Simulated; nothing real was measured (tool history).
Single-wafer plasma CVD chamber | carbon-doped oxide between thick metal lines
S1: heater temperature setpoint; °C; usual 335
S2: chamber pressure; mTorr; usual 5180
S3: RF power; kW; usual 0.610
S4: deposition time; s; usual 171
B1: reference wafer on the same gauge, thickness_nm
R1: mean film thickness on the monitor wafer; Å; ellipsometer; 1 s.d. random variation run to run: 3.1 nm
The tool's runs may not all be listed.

run    hour   S1    S2     S3   S4        B1        R1
  1     0.0  335  5180  0.610  171  1269.212  11235.96
  2    73.1  335  5180  0.610  171  1270.311  11246.40
  3   114.2  335  5180  0.610  171  1270.888  11212.96
  4   181.4  335  5180  0.610  171  1270.024  11302.83
      208.4  -- gauge calibrated
  5   288.5  335  5180  0.610  171  1270.894  11263.14
  6   369.1  345  5180  0.610  171  1269.937  10990.92
  7   423.9  345  5180  0.610  171  1269.498  10970.32
  8   520.3  345  5180  0.610  171  1269.438  10927.20
  9   617.5  321  5180  0.670  171  1270.581  12068.63
 10   686.1  344  5950  0.610  143  1270.405   9296.18
 11   777.9  340  5180  0.560  171  1270.297  10725.79
      840.5  -- capacitance manometer re-zeroed and calibrated
 12   865.5  335  5180  0.610  171  1270.472  11237.45
 13   948.2  345  5180  0.610  171  1269.981  10943.06
      989.3  -- thermocouple changed; heater temperature recalibrated
 14   989.8  330  6150  0.610  171  1270.533  11504.11
 15  1070.2  341  4710  0.545  155  1269.952   9548.41
 16  1170.5  327  5660  0.535  142  1269.421   9218.00
     1249.8  -- RF generator calibrated
 17  1250.3  340  5180  0.560  171  1270.002  10831.16
     1274.3  -- showerhead replaced
 18  1333.9  327  5660  0.535  142  1269.885   9334.65
     1399.0  -- gauge calibrated
 19  1421.2  330  5180  0.610  202  1270.813  13564.25
 20  1460.3  335  5180  0.610  171  1270.184  11295.66
 21  1523.7  335  5180  0.610  171  1269.357  11362.80
 22  1604.6  335  6320  0.575  171  1270.071  11291.54
 23  1650.2  346  5180  0.610  171  1269.754  10989.28
 24  1727.0  335  5180  0.610  171  1270.148  11286.47
 25  1807.5  321  4640  0.610  149  1269.738  10120.65
 26  1882.9  335  5180  0.610  171  1269.882  11270.88
 27  1988.2  331  5890  0.695  159  1270.920  11177.25

Consider 5 possible next runs. They are alternatives, not a sequence: every one starts from the tool as it was left by run 27. What does each give?
  A  1988.6  335  5180  0.500  171   ?   ?
  B  1988.6  343  5180  0.640  171   ?   ?
  C  1988.6  326  5180  0.610  171   ?   ?
  D  1988.6  330  4020  0.530  139   ?   ?
  E  1988.6  335  4460  0.720  171   ?   ?

run        B1        R1
  A  1269.827  10609.75
  B  1269.827  11270.10
  C  1269.827  11598.57
  D  1269.827   8665.53
  E  1269.827  11786.63
With the hidden condition removed and each run's random variation left untouched, the same runs would have given:
run        R1
  A  10690.02
  B  11352.71
  C  11683.58
  D   8729.05
  E  11870.56

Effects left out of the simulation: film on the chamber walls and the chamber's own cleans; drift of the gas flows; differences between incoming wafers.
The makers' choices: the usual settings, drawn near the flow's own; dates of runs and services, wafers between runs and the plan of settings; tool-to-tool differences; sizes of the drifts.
